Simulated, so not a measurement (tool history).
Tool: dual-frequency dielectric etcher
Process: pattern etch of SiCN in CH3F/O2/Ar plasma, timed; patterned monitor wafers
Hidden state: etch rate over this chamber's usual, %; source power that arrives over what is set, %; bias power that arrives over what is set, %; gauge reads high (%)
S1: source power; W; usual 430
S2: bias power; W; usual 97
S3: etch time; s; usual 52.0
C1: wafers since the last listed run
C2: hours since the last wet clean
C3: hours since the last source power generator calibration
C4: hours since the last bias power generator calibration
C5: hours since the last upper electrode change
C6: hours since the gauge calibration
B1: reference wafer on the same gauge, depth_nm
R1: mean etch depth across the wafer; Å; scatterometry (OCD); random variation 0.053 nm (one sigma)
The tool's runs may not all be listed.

run	hour	S1	S2	S3	C1	C2	C3	C4	C5	C6	B1	R1
1	0.0	430	97	52.0	0	33.6	4903.8	3226.8	2532.4	1916.7	22.59	232.2
2	76.0	430	113	52.0	603	109.6	4979.8	3302.8	2608.4	1992.7	22.60	239.3
3	139.9	430	113	52.0	507	173.5	5043.7	3366.7	2672.3	2056.6	22.59	238.5
# hour 248.1: upper electrode replaced, of another model than before
4	248.6	430	113	52.0	672	282.2	5152.4	3475.4	0.5	2165.3	22.60	243.9
5	297.6	430	97	52.0	388	331.2	5201.4	3524.4	49.5	2214.3	22.61	232.9
6	361.1	430	97	52.0	503	394.7	5264.9	3587.9	113.0	2277.8	22.62	233.2
# hour 377.7: source power generator calibrated
# hour 424.4: bias power generator calibrated
7	428.8	360	120	52.0	473	462.4	51.1	4.4	180.7	2345.5	22.58	226.0
8	508.8	430	97	52.0	634	542.4	131.1	84.4	260.7	2425.5	22.61	227.5
# hour 614.8: wet clean of the chamber
9	615.3	370	77	52.0	654	0.5	237.6	190.9	367.2	2532.0	22.59	201.8
# hour 654.7: gauge calibrated
10	683.0	430	97	52.0	537	68.2	305.3	258.6	434.9	28.3	22.60	227.8
11	734.7	430	97	52.0	410	119.9	357.0	310.3	486.6	80.0	22.61	227.5
12	841.1	520	116	37.0	844	226.3	463.4	416.7	593.0	186.4	22.61	184.2
13	901.9	430	97	52.0	482	287.1	524.2	477.5	653.8	247.2	22.59	228.9
14	978.3	430	75	52.0	606	363.5	600.6	553.9	730.2	323.6	22.61	214.0
15	1060.8	340	97	52.0	654	446.0	683.1	636.4	812.7	406.1	22.59	208.5
16	1124.6	430	107	52.0	506	509.8	746.9	700.2	876.5	469.9	22.59	234.2
17	1228.4	480	112	37.0	823	613.6	850.7	804.0	980.3	573.7	22.60	176.5
# hour 1265.9: wet clean of the chamber
18	1298.2	430	117	42.0	363	32.3	920.5	873.8	1050.1	643.5	22.60	194.7
19	1340.1	430	84	52.0	332	74.2	962.4	915.7	1092.0	685.4	22.60	218.4
20	1443.7	430	97	67.0	822	177.8	1066.0	1019.3	1195.6	789.0	22.60	293.8
21	1525.7	430	97	52.0	650	259.8	1148.0	1101.3	1277.6	871.0	22.61	228.3
22	1629.7	500	121	52.0	825	363.8	1252.0	1205.3	1381.6	975.0	22.62	257.8
23	1734.5	430	97	52.0	831	468.6	1356.8	1310.1	1486.4	1079.8	22.59	229.3
# hour 1837.7: wet clean of the chamber
24	1838.2	350	97	44.0	632	0.5	1460.5	1413.8	1590.1	1183.5	22.60	178.5
25	1902.7	510	82	63.0	511	65.0	1525.0	1478.3	1654.6	1248.0	22.60	283.6
26	1968.7	370	97	52.0	523	131.0	1591.0	1544.3	1720.6	1314.0	22.61	214.9
27	2049.6	430	97	52.0	642	211.9	1671.9	1625.2	1801.5	1394.9	22.59	229.1
28	2118.7	350	115	43.0	548	281.0	1741.0	1694.3	1870.6	1464.0	22.61	183.4

5 ways to go on from here, each from the tool as it stands after run 28. What would each give?
A	2119.1	430	97	56.5	3	281.4	1741.4	1694.7	1871.0	1464.4	?	?
B	2119.1	430	97	42.0	3	281.4	1741.4	1694.7	1871.0	1464.4	?	?
C	2119.1	430	97	66.5	3	281.4	1741.4	1694.7	1871.0	1464.4	?	?
D	2119.1	470	119	52.0	3	281.4	1741.4	1694.7	1871.0	1464.4	?	?
E	2119.1	430	97	43.0	3	281.4	1741.4	1694.7	1871.0	1464.4	?	?

run	B1	R1
A	22.58	247.8
B	22.58	184.2
C	22.58	291.7
D	22.58	250.3
E	22.58	188.6
Without the tool's hidden state the same runs would have given:
run	R1
A	247.6
B	184.1
C	291.5
D	250.1
E	188.5
